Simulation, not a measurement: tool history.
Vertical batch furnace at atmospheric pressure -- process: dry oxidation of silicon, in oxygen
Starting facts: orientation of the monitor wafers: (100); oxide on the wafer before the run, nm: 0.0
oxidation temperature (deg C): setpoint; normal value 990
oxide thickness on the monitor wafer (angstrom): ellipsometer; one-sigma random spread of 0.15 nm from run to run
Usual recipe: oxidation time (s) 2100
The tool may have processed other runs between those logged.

| run | day | oxidation temperature (deg C) | oxidation time (s) | read-back reference wafer on the same gauge, thickness | oxide thickness on the monitor wafer (angstrom) |
|---|---|---|---|---|---|
| 1 | 0.000 | 990 | 2100 | 33.17 | 306.0 |
| 2 | 1.983 | 990 | 2100 | 33.06 | 306.6 |
| 3 | 5.288 | 990 | 2100 | 33.06 | 303.8 |
| 4 | 7.642 | 990 | 2100 | 33.06 | 304.5 |
| 5 | 11.083 | 990 | 2100 | 33.08 | 302.8 |
| 6 | 14.983 | 990 | 2640 | 33.14 | 344.9 |
| 7 | 18.021 | 1002 | 2100 | 33.05 | 343.6 |
| 8 | 20.188 | 1002 | 2100 | 33.07 | 339.1 |
| 9 | 24.250 | 1002 | 2100 | 33.12 | 340.6 |
| 10 | 31.875 | 983 | 2100 | 33.10 | 281.7 |
| 11 | 36.238 | 983 | 2100 | 33.19 | 280.3 |
| 12 | 40.275 | 990 | 1800 | 33.07 | 272.1 |
| 13 | 44.300 | 990 | 1800 | 33.08 | 273.7 |
| 14 | 46.696 | 990 | 2100 | 33.00 | 300.3 |
|  | 49.371 | gauge calibrated |
| 15 | 50.708 | 990 | 2100 | 33.15 | 298.0 |
|  | 56.558 | thermocouples replaced and temperature profile calibrated |
| 16 | 57.400 | 1011 | 2880 | 33.12 | 445.5 |
| 17 | 61.483 | 1012 | 2400 | 33.10 | 402.9 |
| 18 | 65.342 | 981 | 1800 | 33.07 | 249.9 |
|  | 67.754 | boat lift adjusted |
| 19 | 69.767 | 998 | 2730 | 33.02 | 393.9 |
| 20 | 73.246 | 978 | 2550 | 33.16 | 313.9 |
| 21 | 79.746 | 971 | 2100 | 33.05 | 263.6 |
| 22 | 83.779 | 990 | 2100 | 33.07 | 306.2 |
| 23 | 87.712 | 1004 | 2970 | 33.10 | 436.0 |
| 24 | 90.388 | 990 | 2100 | 33.14 | 305.8 |
| 25 | 94.612 | 990 | 2100 | 33.13 | 303.6 |
| 26 | 97.554 | 1009 | 1590 | 33.16 | 314.4 |
| 27 | 100.925 | 969 | 2670 | 33.13 | 296.5 |

Each row is a separate what-if for the run after 27, all from the same tool condition, not one after another. Results?
| A | 101.092 | 990 | 2100 | ? | ? |
| B | 101.092 | 1002 | 1500 | ? | ? |
| C | 101.092 | 1010 | 2940 | ? | ? |

| run | read-back reference wafer on the same gauge, thickness | oxide thickness on the monitor wafer (angstrom) |
|---|---|---|
| A | 33.05 | 301.1 |
| B | 33.05 | 280.9 |
| C | 33.05 | 450.5 |
What these runs would have given with no unlogged condition in the tool:
| run | oxide thickness on the monitor wafer (angstrom) |
|---|---|
| A | 310.1 |
| B | 289.3 |
| C | 463.4 |
